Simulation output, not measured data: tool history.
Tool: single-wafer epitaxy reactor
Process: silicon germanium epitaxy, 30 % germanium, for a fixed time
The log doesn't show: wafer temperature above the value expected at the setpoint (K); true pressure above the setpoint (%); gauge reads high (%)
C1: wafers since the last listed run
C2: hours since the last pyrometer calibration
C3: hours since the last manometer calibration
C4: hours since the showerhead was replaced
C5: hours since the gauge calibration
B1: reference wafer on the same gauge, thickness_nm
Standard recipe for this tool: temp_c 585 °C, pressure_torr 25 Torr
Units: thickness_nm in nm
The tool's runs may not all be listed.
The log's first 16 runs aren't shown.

Run 17, hour 216.8: usual settings; C1 332; C2 22.3; C3 87.9; C4 4530.7; C5 107.6; B1 55.625. Result: thickness_nm 54.323 nm.
Run 18, hour 225.5: usual settings but temp_c 594 °C, pressure_torr 22.5 Torr; C1 169; C2 31; C3 96.6; C4 4539.4; C5 116.3; B1 55.667. Result: thickness_nm 63.372 nm.
Run 19, hour 240.3: usual settings but temp_c 574 °C, pressure_torr 20.8 Torr; C1 288; C2 45.8; C3 111.4; C4 4554.2; C5 131.1; B1 55.621. Result: thickness_nm 39.282 nm.
Run 20, hour 252.1: usual settings but temp_c 573 °C, pressure_torr 20.7 Torr; C1 229; C2 57.6; C3 123.2; C4 4566; C5 142.9; B1 55.425. Result: thickness_nm 38.524 nm.
Run 21, hour 258.9: usual settings but temp_c 572 °C, pressure_torr 27.6 Torr; C1 132; C2 64.4; C3 130; C4 4572.8; C5 149.7; B1 55.563. Result: thickness_nm 42.626 nm.
At hour 274: showerhead replaced.
Run 22, hour 274.5: usual settings but temp_c 598 °C, pressure_torr 29.7 Torr; C1 147; C2 80; C3 145.6; C4 0.5; C5 165.3; B1 55.564. Result: thickness_nm 76.756 nm.
Run 23, hour 286.9: usual settings but temp_c 591 °C, pressure_torr 21.5 Torr; C1 241; C2 92.4; C3 158; C4 12.9; C5 177.7; B1 55.603. Result: thickness_nm 58.171 nm.
Run 24, hour 297.1: usual settings but temp_c 597 °C, pressure_torr 18.9 Torr; C1 198; C2 102.6; C3 168.2; C4 23.1; C5 187.9; B1 55.425. Result: thickness_nm 61.908 nm.
Run 25, hour 310: usual settings but pressure_torr 18.8 Torr; C1 251; C2 115.5; C3 181.1; C4 36; C5 200.8; B1 55.546. Result: thickness_nm 48.176 nm.
Run 26, hour 316.8: usual settings but temp_c 579 °C, pressure_torr 19.5 Torr; C1 132; C2 122.3; C3 187.9; C4 42.8; C5 207.6; B1 55.667. Result: thickness_nm 42.814 nm.
Run 27, hour 325.5: usual settings but temp_c 578 °C, pressure_torr 29.7 Torr; C1 169; C2 131; C3 196.6; C4 51.5; C5 216.3; B1 55.554. Result: thickness_nm 49.699 nm.
Run 28, hour 331.6: usual settings; C1 118; C2 137.1; C3 202.7; C4 57.6; C5 222.4; B1 55.68. Result: thickness_nm 54.787 nm.
Run 29, hour 343.8: usual settings but temp_c 591 °C, pressure_torr 29.9 Torr; C1 237; C2 149.3; C3 214.9; C4 69.8; C5 234.6; B1 55.553. Result: thickness_nm 66.816 nm.
Run 30, hour 351.4: usual settings but temp_c 576 °C, pressure_torr 28.9 Torr; C1 147; C2 156.9; C3 222.5; C4 77.4; C5 242.2; B1 55.493. Result: thickness_nm 47.23 nm.
Run 31, hour 361.5: usual settings but temp_c 595 °C, pressure_torr 26.9 Torr; C1 196; C2 167; C3 232.6; C4 87.5; C5 252.3; B1 55.634. Result: thickness_nm 69.125 nm.
Run 32, hour 368.5: usual settings but temp_c 590 °C, pressure_torr 28.1 Torr; C1 136; C2 174; C3 239.6; C4 94.5; C5 259.3; B1 55.706. Result: thickness_nm 64.336 nm.
Run 33, hour 415.1: usual settings but temp_c 594 °C, pressure_torr 20.9 Torr; C1 907; C2 220.6; C3 286.2; C4 141.1; C5 305.9; B1 55.496. Result: thickness_nm 60.522 nm.
Run 34, hour 421.9: usual settings but temp_c 594 °C, pressure_torr 30 Torr; C1 132; C2 227.4; C3 293; C4 147.9; C5 312.7; B1 55.542. Result: thickness_nm 70.265 nm.
Run 35, hour 430.4: usual settings but temp_c 575 °C, pressure_torr 27.2 Torr; C1 165; C2 235.9; C3 301.5; C4 156.4; C5 321.2; B1 55.56. Result: thickness_nm 45.29 nm.

Predict each of these 4 candidate next runs independently; none follows another, all start after run 35:
Run A, hour 430.8: usual settings but pressure_torr 19 Torr; C1 7; C2 236.3; C3 301.9; C4 156.8; C5 321.6; B1 ?. Result: thickness_nm ?.
Run B, hour 430.8: usual settings but temp_c 578 °C, pressure_torr 30.6 Torr; C1 7; C2 236.3; C3 301.9; C4 156.8; C5 321.6; B1 ?. Result: thickness_nm ?.
Run C, hour 430.8: usual settings but pressure_torr 27.1 Torr; C1 7; C2 236.3; C3 301.9; C4 156.8; C5 321.6; B1 ?. Result: thickness_nm ?.
Run D, hour 430.8: usual settings but temp_c 576 °C, pressure_torr 30.5 Torr; C1 7; C2 236.3; C3 301.9; C4 156.8; C5 321.6; B1 ?. Result: thickness_nm ?.

run      B1  thickness_nm
  A  55.657        48.319
  B  55.657        50.912
  C  55.657        56.306
  D  55.657        48.653
What these runs would have given with no unlogged condition in the tool:
run  thickness_nm
  A        47.956
  B        50.521
  C        55.882
  D        48.278
